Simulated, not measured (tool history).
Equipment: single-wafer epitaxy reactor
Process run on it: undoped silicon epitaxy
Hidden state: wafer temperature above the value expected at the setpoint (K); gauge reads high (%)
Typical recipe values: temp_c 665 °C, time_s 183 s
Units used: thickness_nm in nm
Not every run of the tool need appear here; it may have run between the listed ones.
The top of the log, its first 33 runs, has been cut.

run,hour,temp_c,time_s,wafers since the last listed run,hours since the last pyrometer calibration,hours since the gauge calibration,"read-back reference wafer on the same gauge, thickness_nm",thickness_nm
34,812.7,678,204,108,56,1114,44.218,60.944
35,827,665,183,77,70.3,1128.3,44.212,40.557
# hour 840.9: gauge calibrated
36,841.2,679,183,77,84.5,0.3,44.203,56.104
37,855.4,659,183,77,98.7,14.5,44.24,35.43
38,882.9,665,171,149,126.2,42,44.171,37.974
39,898.9,652,202,86,142.2,58,44.182,33.092
40,923.6,677,170,134,166.9,82.7,44.211,49.725
41,958.1,678,183,187,201.4,117.2,44.241,54.475
42,973.1,665,183,81,216.4,132.2,44.169,40.48
43,996.5,665,183,127,239.8,155.6,44.228,40.676
44,1013.3,678,195,91,256.6,172.4,44.201,58.377
45,1048.3,665,183,190,291.6,207.4,44.182,40.805
46,1064.4,665,150,87,307.7,223.5,44.207,33.244
47,1087.1,677,160,123,330.4,246.2,44.17,46.878

Alternative continuations, all from the tool just after run 47; predict every row:
A,1087.6,665,183,2,330.9,246.7,?,?
B,1087.6,655,170,2,330.9,246.7,?,?
C,1087.6,661,173,2,330.9,246.7,?,?
D,1087.6,665,215,2,330.9,246.7,?,?

run,"read-back reference wafer on the same gauge, thickness_nm",thickness_nm
A,44.189,40.829
B,44.189,30.022
C,44.189,35.175
D,44.189,47.968
What these runs would have given with no unlogged condition in the tool:
run,thickness_nm
A,40.731
B,29.949
C,35.091
D,47.854

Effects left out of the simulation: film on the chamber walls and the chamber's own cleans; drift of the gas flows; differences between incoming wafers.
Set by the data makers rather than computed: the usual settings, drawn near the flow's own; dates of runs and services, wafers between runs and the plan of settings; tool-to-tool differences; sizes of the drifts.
